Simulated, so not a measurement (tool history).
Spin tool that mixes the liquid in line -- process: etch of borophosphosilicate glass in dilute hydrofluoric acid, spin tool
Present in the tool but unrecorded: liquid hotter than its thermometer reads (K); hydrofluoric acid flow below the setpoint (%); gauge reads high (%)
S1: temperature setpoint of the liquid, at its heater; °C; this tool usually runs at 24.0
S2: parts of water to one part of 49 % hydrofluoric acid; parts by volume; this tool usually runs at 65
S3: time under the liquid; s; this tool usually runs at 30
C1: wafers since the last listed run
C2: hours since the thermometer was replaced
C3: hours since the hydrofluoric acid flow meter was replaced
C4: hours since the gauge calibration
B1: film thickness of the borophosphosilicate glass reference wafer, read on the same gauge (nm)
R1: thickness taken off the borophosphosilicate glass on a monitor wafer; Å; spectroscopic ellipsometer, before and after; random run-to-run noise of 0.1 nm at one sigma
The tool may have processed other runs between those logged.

run 1 hour=0.0 | S1=24.0 S2=85 S3=30 | C1=0 C2=627.3 C3=936.3 C4=36.1 | B1=149.99 | R1=91.4
run 2 hour=69.8 | S1=24.0 S2=85 S3=30 | C1=779 C2=697.1 C3=1006.1 C4=105.9 | B1=149.99 | R1=90.6
run 3 hour=96.4 | S1=24.0 S2=85 S3=30 | C1=297 C2=723.7 C3=1032.7 C4=132.5 | B1=150.01 | R1=91.5
run 4 hour=127.2 | S1=24.0 S2=65 S3=30 | C1=343 C2=754.5 C3=1063.5 C4=163.3 | B1=149.98 | R1=123.1
run 5 hour=149.3 | S1=24.0 S2=65 S3=30 | C1=246 C2=776.6 C3=1085.6 C4=185.4 | B1=149.99 | R1=121.6
run 6 hour=184.5 | S1=24.0 S2=65 S3=30 | C1=393 C2=811.8 C3=1120.8 C4=220.6 | B1=149.98 | R1=120.9
run 7 hour=208.4 | S1=24.0 S2=65 S3=30 | C1=266 C2=835.7 C3=1144.7 C4=244.5 | B1=150.01 | R1=120.3
run 8 hour=241.8 | S1=24.0 S2=65 S3=30 | C1=372 C2=869.1 C3=1178.1 C4=277.9 | B1=150.01 | R1=123.0
run 9 hour=262.6 | S1=24.0 S2=65 S3=30 | C1=232 C2=889.9 C3=1198.9 C4=298.7 | B1=150.02 | R1=120.8
run 10 hour=283.5 | S1=24.0 S2=65 S3=30 | C1=233 C2=910.8 C3=1219.8 C4=319.6 | B1=150.00 | R1=120.8
run 11 hour=380.4 | S1=24.0 S2=65 S3=30 | C1=1082 C2=1007.7 C3=1316.7 C4=416.5 | B1=149.99 | R1=119.7
run 12 hour=399.3 | S1=24.0 S2=65 S3=30 | C1=211 C2=1026.6 C3=1335.6 C4=435.4 | B1=150.01 | R1=120.0
run 13 hour=428.7 | S1=24.0 S2=75 S3=30 | C1=328 C2=1056.0 C3=1365.0 C4=464.8 | B1=150.01 | R1=102.0
run 14 hour=458.1 | S1=24.0 S2=65 S3=30 | C1=328 C2=1085.4 C3=1394.4 C4=494.2 | B1=150.00 | R1=120.8
-- hour=462.0 thermometer replaced
run 15 hour=473.9 | S1=24.0 S2=95 S3=15 | C1=165 C2=11.9 C3=1410.2 C4=510.0 | B1=150.02 | R1=37.3
run 16 hour=508.0 | S1=24.0 S2=45 S3=40 | C1=380 C2=46.0 C3=1444.3 C4=544.1 | B1=150.01 | R1=226.2
run 17 hour=598.1 | S1=21.0 S2=85 S3=15 | C1=1006 C2=136.1 C3=1534.4 C4=634.2 | B1=150.00 | R1=37.4
run 18 hour=625.3 | S1=24.0 S2=65 S3=30 | C1=303 C2=163.3 C3=1561.6 C4=661.4 | B1=149.99 | R1=112.7
run 19 hour=639.6 | S1=24.0 S2=65 S3=50 | C1=159 C2=177.6 C3=1575.9 C4=675.7 | B1=150.02 | R1=189.0
run 20 hour=652.1 | S1=24.0 S2=65 S3=30 | C1=139 C2=190.1 C3=1588.4 C4=688.2 | B1=149.99 | R1=111.9
-- hour=653.6 gauge calibrated
-- hour=669.8 hydrofluoric acid flow meter replaced
run 21 hour=684.8 | S1=24.0 S2=65 S3=30 | C1=353 C2=222.8 C3=15.0 C4=31.2 | B1=150.01 | R1=131.4
run 22 hour=704.3 | S1=25.5 S2=65 S3=20 | C1=217 C2=242.3 C3=34.5 C4=50.7 | B1=150.00 | R1=93.6
run 23 hour=766.1 | S1=19.5 S2=35 S3=35 | C1=690 C2=304.1 C3=96.3 C4=112.5 | B1=150.00 | R1=245.8
run 24 hour=791.2 | S1=27.0 S2=40 S3=35 | C1=280 C2=329.2 C3=121.4 C4=137.6 | B1=150.02 | R1=290.0
run 25 hour=824.4 | S1=25.5 S2=80 S3=25 | C1=370 C2=362.4 C3=154.6 C4=170.8 | B1=150.00 | R1=92.0
run 26 hour=854.6 | S1=27.0 S2=50 S3=20 | C1=337 C2=392.6 C3=184.8 C4=201.0 | B1=150.00 | R1=130.0
run 27 hour=884.2 | S1=22.0 S2=65 S3=20 | C1=330 C2=422.2 C3=214.4 C4=230.6 | B1=150.02 | R1=79.7
run 28 hour=902.0 | S1=24.0 S2=65 S3=45 | C1=198 C2=440.0 C3=232.2 C4=248.4 | B1=150.02 | R1=196.5

What if the next run were any one of these 3? Each begins from the tool's condition after run 28:
run A hour=902.4 | S1=24.0 S2=65 S3=30 | C1=4 C2=440.4 C3=232.6 C4=248.8 | B1=? | R1=?
run B hour=902.4 | S1=19.5 S2=90 S3=30 | C1=4 C2=440.4 C3=232.6 C4=248.8 | B1=? | R1=?
run C hour=902.4 | S1=24.0 S2=40 S3=30 | C1=4 C2=440.4 C3=232.6 C4=248.8 | B1=? | R1=?

run=A B1=149.99 R1=132.0
run=B B1=149.99 R1=76.9
run=C B1=149.99 R1=222.1
Had the tool no hidden state, the same runs would have come out as:
run=A R1=131.0
run=B R1=76.3
run=C R1=220.0
